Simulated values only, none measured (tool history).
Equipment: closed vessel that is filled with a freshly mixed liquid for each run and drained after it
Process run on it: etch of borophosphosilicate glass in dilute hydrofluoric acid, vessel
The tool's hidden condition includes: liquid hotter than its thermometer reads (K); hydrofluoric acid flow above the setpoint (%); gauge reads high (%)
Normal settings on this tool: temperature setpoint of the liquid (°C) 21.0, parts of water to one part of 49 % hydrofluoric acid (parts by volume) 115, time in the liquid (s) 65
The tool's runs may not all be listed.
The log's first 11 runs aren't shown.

run	hour	temperature setpoint of the liquid (°C)	parts of water to one part of 49 % hydrofluoric acid (parts by volume)	time in the liquid (s)	wafers since the last listed run	hours since the thermometer was replaced	hours since the hydrofluoric acid flow meter was replaced	hours since the gauge calibration	read-back film thickness of the borophosphosilicate glass reference wafer, read on the same gauge (nm)	thickness taken off the borophosphosilicate glass on a monitor wafer (nm)
12	925.9	21.0	115	65	10072	1358.7	2582.6	171.9	30.03	34.79
# hour 967.8: hydrofluoric acid flow meter replaced
13	1006.1	17.0	145	35	8766	1438.9	38.3	252.1	29.98	11.80
14	1098.1	21.0	115	65	10183	1530.9	130.3	344.1	30.03	33.55
15	1184.4	23.0	60	65	9552	1617.2	216.6	430.4	30.02	74.57
# hour 1224.3: thermometer replaced
16	1277.5	21.0	160	65	10194	53.2	309.7	523.5	29.98	23.10
17	1324.8	24.5	85	40	5235	100.5	357.0	570.8	30.01	33.49
18	1381.3	21.0	115	65	6253	157.0	413.5	627.3	29.98	33.65
19	1439.8	21.0	115	65	6475	215.5	472.0	685.8	29.98	33.62
20	1510.3	26.0	60	90	7803	286.0	542.5	756.3	29.98	116.75
21	1612.6	21.0	115	65	11323	388.3	644.8	858.6	30.01	33.89
22	1662.9	22.5	80	30	5567	438.6	695.1	908.9	30.00	24.81
23	1728.5	21.0	80	65	7261	504.2	760.7	974.5	30.03	50.72
24	1769.5	22.5	150	50	4538	545.2	801.7	1015.5	30.02	20.53
25	1832.2	21.0	115	65	6940	607.9	864.4	1078.2	30.01	34.12
26	1890.8	17.0	55	90	6486	666.5	923.0	1136.8	30.00	89.11
27	2205.4	23.0	70	35	34822	981.1	1237.6	1451.4	30.02	34.37
28	2417.5	21.0	60	65	23476	1193.2	1449.7	1663.5	30.02	69.99
29	2519.6	25.0	115	65	11301	1295.3	1551.8	1765.6	30.00	40.37
30	2561.5	24.5	80	30	4637	1337.2	1593.7	1807.5	29.99	27.28
31	2633.5	21.0	115	65	7969	1409.2	1665.7	1879.5	30.02	34.41
32	2737.4	17.0	70	30	11500	1513.1	1769.6	1983.4	30.01	23.40

4 options for the next run, each taken on its own from the tool as it stands now. Forecast them:
A	2738.1	21.0	115	65	77	1513.8	1770.3	1984.1	?	?
B	2738.1	21.0	80	80	77	1513.8	1770.3	1984.1	?	?
C	2738.1	17.0	150	30	77	1513.8	1770.3	1984.1	?	?
D	2738.1	24.0	160	50	77	1513.8	1770.3	1984.1	?	?

run	read-back film thickness of the borophosphosilicate glass reference wafer, read on the same gauge (nm)	thickness taken off the borophosphosilicate glass on a monitor wafer (nm)
A	30.01	34.51
B	30.01	63.49
C	30.01	10.01
D	30.01	20.43
Had the tool no hidden state, the same runs would have come out as:
run	thickness taken off the borophosphosilicate glass on a monitor wafer (nm)
A	33.23
B	61.20
C	9.64
D	19.64

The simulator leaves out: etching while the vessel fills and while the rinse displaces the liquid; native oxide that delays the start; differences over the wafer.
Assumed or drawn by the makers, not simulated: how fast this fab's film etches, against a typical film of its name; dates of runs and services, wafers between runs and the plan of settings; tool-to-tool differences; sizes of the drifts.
